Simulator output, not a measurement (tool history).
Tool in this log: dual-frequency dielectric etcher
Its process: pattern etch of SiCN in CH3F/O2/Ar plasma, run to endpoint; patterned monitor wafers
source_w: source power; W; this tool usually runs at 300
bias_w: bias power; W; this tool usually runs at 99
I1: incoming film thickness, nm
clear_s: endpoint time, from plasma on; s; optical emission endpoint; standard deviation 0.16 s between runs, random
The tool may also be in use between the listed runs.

run 1 hour=0.0 | source_w=250 bias_w=79 | I1=8.11 | clear_s=24.9
run 2 hour=22.4 | source_w=300 bias_w=99 | I1=8.13 | clear_s=20.5
run 3 hour=40.3 | source_w=300 bias_w=99 | I1=8.19 | clear_s=21.0
run 4 hour=67.8 | source_w=300 bias_w=99 | I1=8.13 | clear_s=20.8
run 5 hour=85.1 | source_w=300 bias_w=99 | I1=8.22 | clear_s=20.5
run 6 hour=104.6 | source_w=250 bias_w=99 | I1=8.23 | clear_s=23.3
run 7 hour=124.2 | source_w=250 bias_w=99 | I1=8.17 | clear_s=22.9
run 8 hour=155.2 | source_w=250 bias_w=99 | I1=8.10 | clear_s=22.6
run 9 hour=169.7 | source_w=300 bias_w=99 | I1=8.23 | clear_s=20.6
run 10 hour=186.5 | source_w=300 bias_w=99 | I1=8.18 | clear_s=20.3
run 11 hour=208.7 | source_w=300 bias_w=99 | I1=8.24 | clear_s=20.5
run 12 hour=229.1 | source_w=300 bias_w=99 | I1=8.19 | clear_s=20.6
run 13 hour=313.2 | source_w=300 bias_w=99 | I1=8.21 | clear_s=20.5
-- hour=330.6 bias power generator calibrated
run 14 hour=331.1 | source_w=340 bias_w=88 | I1=8.23 | clear_s=19.7
-- hour=370.6 upper electrode replaced
run 15 hour=371.1 | source_w=300 bias_w=99 | I1=8.22 | clear_s=20.4
run 16 hour=371.4 | source_w=300 bias_w=99 | I1=8.19 | clear_s=20.1
run 17 hour=384.0 | source_w=250 bias_w=99 | I1=8.10 | clear_s=22.5
run 18 hour=408.5 | source_w=260 bias_w=119 | I1=8.24 | clear_s=20.7
run 19 hour=424.0 | source_w=300 bias_w=99 | I1=8.22 | clear_s=20.4
run 20 hour=444.6 | source_w=320 bias_w=99 | I1=8.22 | clear_s=19.6
run 21 hour=472.1 | source_w=300 bias_w=116 | I1=8.22 | clear_s=18.9
-- hour=493.2 source power generator calibrated
run 22 hour=493.7 | source_w=300 bias_w=82 | I1=8.22 | clear_s=21.9
run 23 hour=516.3 | source_w=230 bias_w=90 | I1=8.20 | clear_s=24.7
run 24 hour=542.5 | source_w=360 bias_w=121 | I1=8.12 | clear_s=16.6
-- hour=582.9 wet clean of the chamber
run 25 hour=583.4 | source_w=230 bias_w=107 | I1=8.29 | clear_s=23.9
run 26 hour=595.1 | source_w=240 bias_w=120 | I1=8.32 | clear_s=22.5
run 27 hour=637.5 | source_w=350 bias_w=112 | I1=8.14 | clear_s=18.2
run 28 hour=650.3 | source_w=300 bias_w=99 | I1=8.26 | clear_s=21.0
run 29 hour=682.3 | source_w=300 bias_w=99 | I1=8.26 | clear_s=20.7
run 30 hour=713.2 | source_w=260 bias_w=76 | I1=8.19 | clear_s=24.6
run 31 hour=730.4 | source_w=370 bias_w=99 | I1=8.17 | clear_s=18.3
run 32 hour=759.5 | source_w=300 bias_w=112 | I1=8.11 | clear_s=19.5
run 33 hour=782.8 | source_w=300 bias_w=99 | I1=8.19 | clear_s=20.6
run 34 hour=810.0 | source_w=260 bias_w=81 | I1=8.13 | clear_s=24.1
run 35 hour=862.3 | source_w=330 bias_w=74 | I1=8.23 | clear_s=21.6
run 36 hour=886.7 | source_w=250 bias_w=113 | I1=8.23 | clear_s=21.7

4 ways to go on from here, each from the tool as it stands after run 36. What would each give?
run A hour=887.1 | source_w=380 bias_w=99 | I1=8.12 | clear_s=?
run B hour=887.1 | source_w=360 bias_w=84 | I1=8.12 | clear_s=?
run C hour=887.1 | source_w=340 bias_w=117 | I1=8.12 | clear_s=?
run D hour=887.1 | source_w=270 bias_w=82 | I1=8.12 | clear_s=?

run=A clear_s=18.0
run=B clear_s=19.7
run=C clear_s=17.9
run=D clear_s=23.5
With no hidden state in the tool, these same runs would have given:
run=A clear_s=18.3
run=B clear_s=20.1
run=C clear_s=18.2
run=D clear_s=24.0

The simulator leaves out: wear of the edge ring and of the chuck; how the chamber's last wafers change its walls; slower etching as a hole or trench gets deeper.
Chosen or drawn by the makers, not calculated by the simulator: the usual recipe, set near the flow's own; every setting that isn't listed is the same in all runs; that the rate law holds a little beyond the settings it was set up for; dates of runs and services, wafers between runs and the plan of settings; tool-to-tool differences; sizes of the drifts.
